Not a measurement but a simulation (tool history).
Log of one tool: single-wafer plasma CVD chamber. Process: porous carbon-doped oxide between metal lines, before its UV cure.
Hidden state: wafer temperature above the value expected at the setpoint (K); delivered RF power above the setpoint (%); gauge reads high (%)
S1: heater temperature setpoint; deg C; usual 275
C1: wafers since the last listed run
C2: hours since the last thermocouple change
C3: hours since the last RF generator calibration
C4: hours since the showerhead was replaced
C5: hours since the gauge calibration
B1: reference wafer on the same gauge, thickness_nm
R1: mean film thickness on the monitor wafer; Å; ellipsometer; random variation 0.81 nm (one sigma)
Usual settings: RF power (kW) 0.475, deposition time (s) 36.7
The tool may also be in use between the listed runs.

{"run": 1, "day": 0.0, "S1": 275, "RF power (kW)": 0.475, "deposition time (s)": 36.7, "C1": 0, "C2": 1710.9, "C3": 1576.8, "C4": 3556.2, "C5": 1311.5, "B1": 218.004, "R1": 2248.77}
{"run": 2, "day": 3.725, "S1": 275, "RF power (kW)": 0.475, "deposition time (s)": 36.7, "C1": 2020, "C2": 1800.3, "C3": 1666.2, "C4": 3645.6, "C5": 1400.9, "B1": 217.99, "R1": 2233.64}
{"day": 5.15, "done": "thermocouple changed; heater temperature recalibrated"}
{"run": 3, "day": 7.258, "S1": 264, "RF power (kW)": 0.535, "deposition time (s)": 36.7, "C1": 1735, "C2": 50.6, "C3": 1751, "C4": 3730.4, "C5": 1485.7, "B1": 217.932, "R1": 2785.36}
{"run": 4, "day": 8.962, "S1": 264, "RF power (kW)": 0.535, "deposition time (s)": 36.7, "C1": 924, "C2": 91.5, "C3": 1791.9, "C4": 3771.3, "C5": 1526.6, "B1": 218.018, "R1": 2766.85}
{"run": 5, "day": 11.812, "S1": 275, "RF power (kW)": 0.475, "deposition time (s)": 36.7, "C1": 1545, "C2": 159.9, "C3": 1860.3, "C4": 3839.7, "C5": 1595, "B1": 217.937, "R1": 2298.58}
{"run": 6, "day": 14.621, "S1": 275, "RF power (kW)": 0.475, "deposition time (s)": 36.7, "C1": 1523, "C2": 227.3, "C3": 1927.7, "C4": 3907.1, "C5": 1662.4, "B1": 218.239, "R1": 2295.6}
{"run": 7, "day": 18.329, "S1": 275, "RF power (kW)": 0.475, "deposition time (s)": 36.7, "C1": 2011, "C2": 316.3, "C3": 2016.7, "C4": 3996.1, "C5": 1751.4, "B1": 218.101, "R1": 2289.6}
{"run": 8, "day": 22.067, "S1": 275, "RF power (kW)": 0.475, "deposition time (s)": 36.7, "C1": 2027, "C2": 406, "C3": 2106.4, "C4": 4085.8, "C5": 1841.1, "B1": 217.912, "R1": 2270.91}
{"run": 9, "day": 24.962, "S1": 271, "RF power (kW)": 0.475, "deposition time (s)": 36.7, "C1": 1570, "C2": 475.5, "C3": 2175.9, "C4": 4155.3, "C5": 1910.6, "B1": 218.052, "R1": 2325.32}
{"run": 10, "day": 26.975, "S1": 271, "RF power (kW)": 0.475, "deposition time (s)": 36.7, "C1": 1091, "C2": 523.8, "C3": 2224.2, "C4": 4203.6, "C5": 1958.9, "B1": 217.871, "R1": 2307.58}
{"run": 11, "day": 29.283, "S1": 271, "RF power (kW)": 0.475, "deposition time (s)": 36.7, "C1": 1251, "C2": 579.2, "C3": 2279.6, "C4": 4259, "C5": 2014.3, "B1": 218.127, "R1": 2317.33}
{"run": 12, "day": 30.967, "S1": 275, "RF power (kW)": 0.475, "deposition time (s)": 36.7, "C1": 912, "C2": 619.6, "C3": 2320, "C4": 4299.4, "C5": 2054.7, "B1": 217.875, "R1": 2236.14}
{"run": 13, "day": 35.312, "S1": 275, "RF power (kW)": 0.475, "deposition time (s)": 34.5, "C1": 2356, "C2": 723.9, "C3": 2424.3, "C4": 4403.7, "C5": 2159, "B1": 218.148, "R1": 2118.02}
{"run": 14, "day": 37.867, "S1": 275, "RF power (kW)": 0.475, "deposition time (s)": 34.5, "C1": 1385, "C2": 785.2, "C3": 2485.6, "C4": 4465, "C5": 2220.3, "B1": 217.983, "R1": 2079.5}
{"run": 15, "day": 39.646, "S1": 275, "RF power (kW)": 0.475, "deposition time (s)": 34.5, "C1": 964, "C2": 827.9, "C3": 2528.3, "C4": 4507.7, "C5": 2263, "B1": 217.967, "R1": 2101.09}
{"day": 40.738, "done": "gauge calibrated"}
{"run": 16, "day": 42.475, "S1": 275, "RF power (kW)": 0.475, "deposition time (s)": 36.7, "C1": 1534, "C2": 895.8, "C3": 2596.2, "C4": 4575.6, "C5": 41.7, "B1": 217.978, "R1": 2212.68}
{"run": 17, "day": 45.475, "S1": 275, "RF power (kW)": 0.475, "deposition time (s)": 40.5, "C1": 1627, "C2": 967.8, "C3": 2668.2, "C4": 4647.6, "C5": 113.7, "B1": 218.027, "R1": 2428.63}
{"day": 49.221, "done": "RF generator calibrated"}
{"run": 18, "day": 49.729, "S1": 275, "RF power (kW)": 0.475, "deposition time (s)": 36.7, "C1": 2126, "C2": 1069.9, "C3": 12.2, "C4": 4749.7, "C5": 215.8, "B1": 217.906, "R1": 2290.8}
{"run": 19, "day": 53.079, "S1": 275, "RF power (kW)": 0.475, "deposition time (s)": 36.7, "C1": 1816, "C2": 1150.3, "C3": 92.6, "C4": 4830.1, "C5": 296.2, "B1": 217.972, "R1": 2300.77}
{"run": 20, "day": 55.167, "S1": 275, "RF power (kW)": 0.475, "deposition time (s)": 36.7, "C1": 1132, "C2": 1200.4, "C3": 142.7, "C4": 4880.2, "C5": 346.3, "B1": 217.986, "R1": 2289.79}
{"run": 21, "day": 57.383, "S1": 275, "RF power (kW)": 0.475, "deposition time (s)": 39.3, "C1": 1202, "C2": 1253.6, "C3": 195.9, "C4": 4933.4, "C5": 399.5, "B1": 218.148, "R1": 2431.22}
{"run": 22, "day": 60.608, "S1": 285, "RF power (kW)": 0.53, "deposition time (s)": 36.7, "C1": 1749, "C2": 1331, "C3": 273.3, "C4": 5010.8, "C5": 476.9, "B1": 218.204, "R1": 2397.24}
{"run": 23, "day": 64.483, "S1": 275, "RF power (kW)": 0.44, "deposition time (s)": 36.7, "C1": 2101, "C2": 1424, "C3": 366.3, "C4": 5103.8, "C5": 569.9, "B1": 217.999, "R1": 2088.83}
{"day": 67.888, "done": "thermocouple changed; heater temperature recalibrated"}
{"day": 70.838, "done": "showerhead replaced"}
{"run": 24, "day": 71.988, "S1": 267, "RF power (kW)": 0.405, "deposition time (s)": 34.7, "C1": 3708, "C2": 98.4, "C3": 546.4, "C4": 27.6, "C5": 750, "B1": 217.961, "R1": 1944.43}
{"run": 25, "day": 74.888, "S1": 275, "RF power (kW)": 0.475, "deposition time (s)": 39.8, "C1": 1572, "C2": 168, "C3": 616, "C4": 97.2, "C5": 819.6, "B1": 218.029, "R1": 2520.93}
{"run": 26, "day": 77.338, "S1": 281, "RF power (kW)": 0.395, "deposition time (s)": 39.8, "C1": 1328, "C2": 226.8, "C3": 674.8, "C4": 156, "C5": 878.4, "B1": 217.929, "R1": 1961.26}
{"run": 27, "day": 79.842, "S1": 275, "RF power (kW)": 0.475, "deposition time (s)": 36.7, "C1": 1358, "C2": 286.9, "C3": 734.9, "C4": 216.1, "C5": 938.5, "B1": 218.089, "R1": 2343.03}
{"run": 28, "day": 84.188, "S1": 271, "RF power (kW)": 0.385, "deposition time (s)": 31.8, "C1": 2356, "C2": 391.2, "C3": 839.2, "C4": 320.4, "C5": 1042.8, "B1": 217.951, "R1": 1613.7}
{"run": 29, "day": 87.046, "S1": 275, "RF power (kW)": 0.42, "deposition time (s)": 36.7, "C1": 1550, "C2": 459.8, "C3": 907.8, "C4": 389, "C5": 1111.4, "B1": 218.027, "R1": 2017.68}
{"run": 30, "day": 90.846, "S1": 275, "RF power (kW)": 0.535, "deposition time (s)": 40.7, "C1": 2060, "C2": 551, "C3": 999, "C4": 480.2, "C5": 1202.6, "B1": 218.201, "R1": 2845.85}
{"run": 31, "day": 92.725, "S1": 269, "RF power (kW)": 0.475, "deposition time (s)": 36.7, "C1": 1019, "C2": 596.1, "C3": 1044.1, "C4": 525.3, "C5": 1247.7, "B1": 218.073, "R1": 2397.9}
{"run": 32, "day": 94.533, "S1": 287, "RF power (kW)": 0.445, "deposition time (s)": 36.7, "C1": 980, "C2": 639.5, "C3": 1087.5, "C4": 568.7, "C5": 1291.1, "B1": 217.959, "R1": 1996.8}
{"run": 33, "day": 98.9, "S1": 269, "RF power (kW)": 0.56, "deposition time (s)": 34, "C1": 2368, "C2": 744.3, "C3": 1192.3, "C4": 673.5, "C5": 1395.9, "B1": 218.026, "R1": 2572.65}
{"run": 34, "day": 101.796, "S1": 275, "RF power (kW)": 0.475, "deposition time (s)": 36.7, "C1": 1570, "C2": 813.8, "C3": 1261.8, "C4": 743, "C5": 1465.4, "B1": 218.07, "R1": 2293.42}
{"run": 35, "day": 104.833, "S1": 275, "RF power (kW)": 0.475, "deposition time (s)": 36.7, "C1": 1647, "C2": 886.7, "C3": 1334.7, "C4": 815.9, "C5": 1538.3, "B1": 218.061, "R1": 2270.64}

3 ways to go on from here, each from the tool as it stands after run 35. What would each give?
{"run": "A", "day": 104.85, "S1": 275, "RF power (kW)": 0.53, "deposition time (s)": 36.7, "C1": 9, "C2": 887.1, "C3": 1335.1, "C4": 816.3, "C5": 1538.7, "B1": "?", "R1": "?"}
{"run": "B", "day": 104.85, "S1": 282, "RF power (kW)": 0.405, "deposition time (s)": 34.4, "C1": 9, "C2": 887.1, "C3": 1335.1, "C4": 816.3, "C5": 1538.7, "B1": "?", "R1": "?"}
{"run": "C", "day": 104.85, "S1": 275, "RF power (kW)": 0.41, "deposition time (s)": 34.2, "C1": 9, "C2": 887.1, "C3": 1335.1, "C4": 816.3, "C5": 1538.7, "B1": "?", "R1": "?"}

run=A B1=217.957 R1=2525.26
run=B B1=217.957 R1=1705.33
run=C B1=217.957 R1=1797.98
Without the tool's hidden state the same runs would have given:
run=A R1=2612.28
run=B R1=1767.58
run=C R1=1864.9
